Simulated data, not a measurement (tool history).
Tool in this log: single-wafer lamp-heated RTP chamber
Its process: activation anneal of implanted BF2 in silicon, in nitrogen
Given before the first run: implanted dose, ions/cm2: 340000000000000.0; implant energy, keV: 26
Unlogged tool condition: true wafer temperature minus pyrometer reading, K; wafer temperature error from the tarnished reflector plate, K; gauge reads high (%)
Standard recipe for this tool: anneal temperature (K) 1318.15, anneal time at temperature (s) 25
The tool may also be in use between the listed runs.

run     day  anneal temperature (K)  anneal time at temperature (s)  wafers since the last listed run  wafers since the last pyrometer calibration  wafers since the reflector plate was cleaned  hours since the gauge calibration  read-back reference wafer on the same gauge, sheet resistance  sheet resistance of the implanted and annealed layer (ohm/square)
  1   0.000                 1318.15                              13                                 0                                         2404                                         11236                              239.2                                                         390.45                                                             362.73
  2   0.354                 1301.15                              25                               146                                         2551                                         11383                              247.7                                                         390.49                                                             360.30
  3   1.096                 1318.15                              25                               307                                         2859                                         11690                              265.5                                                         390.09                                                             358.08
  4   1.362                 1318.15                              25                               110                                         2970                                         11801                              271.9                                                         389.94                                                             357.44
  5   1.704                 1318.15                              25                               141                                         3111                                         11943                              280.1                                                         389.96                                                             357.47
  6   2.050                 1299.15                              25                               143                                         3255                                         12086                              288.4                                                         389.84                                                             360.00
  7   2.354                 1299.15                              25                               126                                         3381                                         12212                              295.7                                                         389.68                                                             359.74
  8   2.908                 1311.15                              25                               229                                         3611                                         12442                              309.0                                                         389.59                                                             358.29
  9   3.392                 1311.15                              25                               200                                         3812                                         12643                              320.6                                                         389.51                                                             358.34
      3.412  -- gauge calibrated
 10   3.700                 1336.15                              25                               127                                         3940                                         12771                                6.9                                                         394.42                                                             359.24
 11   4.267                 1336.15                              25                               235                                         4175                                         13006                               20.5                                                         394.43                                                             358.86
      4.850  -- reflector plate cleaned
 12   4.871                 1326.15                              18                               112                                         4287                                             8                               35.0                                                         394.23                                                             363.43
 13   5.354                 1331.15                              25                               200                                         4488                                           208                               46.6                                                         394.11                                                             359.60
 14   5.612                 1304.15                              25                               107                                         4595                                           316                               52.8                                                         394.12                                                             362.70
 15   6.133                 1299.15                              40                               216                                         4811                                           532                               65.3                                                         393.90                                                             359.17
 16   6.762                 1334.15                              25                               261                                         5072                                           793                               80.4                                                         393.45                                                             357.91
 17   7.042                 1310.15                              13                               115                                         5188                                           909                               87.1                                                         393.48                                                             366.72
 18   7.729                 1341.15                              18                               285                                         5473                                          1194                              103.6                                                         393.08                                                             359.68
      8.350  -- pyrometer window cleaned and pyrometer calibrated
 19   8.442                 1326.15                              37                               157                                           37                                          1351                              120.7                                                         392.79                                                             355.17
 20   9.108                 1301.15                              25                               276                                          314                                          1628                              136.7                                                         392.80                                                             363.26
 21   9.575                 1318.15                              20                               193                                          507                                          1821                              147.9                                                         392.43                                                             362.07
 22  10.133                 1318.15                              25                               231                                          739                                          2053                              161.3                                                         392.15                                                             360.40
 23  10.833                 1318.15                              25                               290                                         1029                                          2343                              178.1                                                         391.95                                                             359.30

3 options for the next run, each taken on its own from the tool as it stands now. Forecast them:
  A  10.850                 1318.15                              17                                 6                                         1036                                          2350                              178.5                                                              ?                                                                  ?
  B  10.850                 1300.15                              29                                 6                                         1036                                          2350                              178.5                                                              ?                                                                  ?
  C  10.850                 1308.15                              15                                 6                                         1036                                          2350                              178.5                                                              ?                                                                  ?

run  read-back reference wafer on the same gauge, sheet resistance  sheet resistance of the implanted and annealed layer (ohm/square)
  A                                                         391.98                                                             362.65
  B                                                         391.98                                                             361.01
  C                                                         391.98                                                             364.34
Without the tool's hidden state the same runs would have given:
run  sheet resistance of the implanted and annealed layer (ohm/square)
  A                                                             364.39
  B                                                             362.74
  C                                                             366.08

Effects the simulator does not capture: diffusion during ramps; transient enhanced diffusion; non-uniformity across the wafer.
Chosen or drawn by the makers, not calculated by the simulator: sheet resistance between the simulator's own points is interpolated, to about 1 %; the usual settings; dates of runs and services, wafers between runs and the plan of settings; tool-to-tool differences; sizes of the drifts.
